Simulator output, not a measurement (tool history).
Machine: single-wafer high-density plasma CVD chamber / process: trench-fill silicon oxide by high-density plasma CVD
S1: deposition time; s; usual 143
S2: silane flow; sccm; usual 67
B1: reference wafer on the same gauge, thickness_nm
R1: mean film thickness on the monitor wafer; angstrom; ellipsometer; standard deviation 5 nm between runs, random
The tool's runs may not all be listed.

run,day,S1,S2,B1,R1
1,0,143,67,1124.238,9406.13
2,2.967,143,67,1124.658,9412.68
3,4.671,143,67,1124.766,9401.59
4,7.188,143,67,1124.159,9404.1
5,10.242,131,67,1122.571,8665.86
6,13.262,143,67,1122.5,9399
# day 17.671: gauge calibrated
7,24.575,143,67,1123.689,9339.47
# day 25.938: silane flow controller replaced
8,26.654,131,78,1123.462,9690.99
9,28.858,143,67,1124.565,9024.02
# day 32.133: silane flow controller replaced, repeated, since the last time left the tool worse
10,36.192,152,67,1123.851,10262.49
11,38.204,156,67,1123.631,10543.9
12,39.888,170,76,1123.753,12970.48
13,42.167,133,67,1123.501,8979.54
14,43.85,116,67,1124.634,7930

4 ways to go on from here, each from the tool as it stands after run 14. What would each give?
A,43.867,143,67,?,?
B,43.867,135,55,?,?
C,43.867,121,75,?,?
D,43.867,128,71,?,?

run,B1,R1
A,1123.206,9673.7
B,1123.206,7496.84
C,1123.206,9162.81
D,1123.206,9175.93
With the hidden condition removed and each run's random variation left untouched, the same runs would have given:
run,R1
A,9770.74
B,7572.04
C,9254.72
D,9267.97
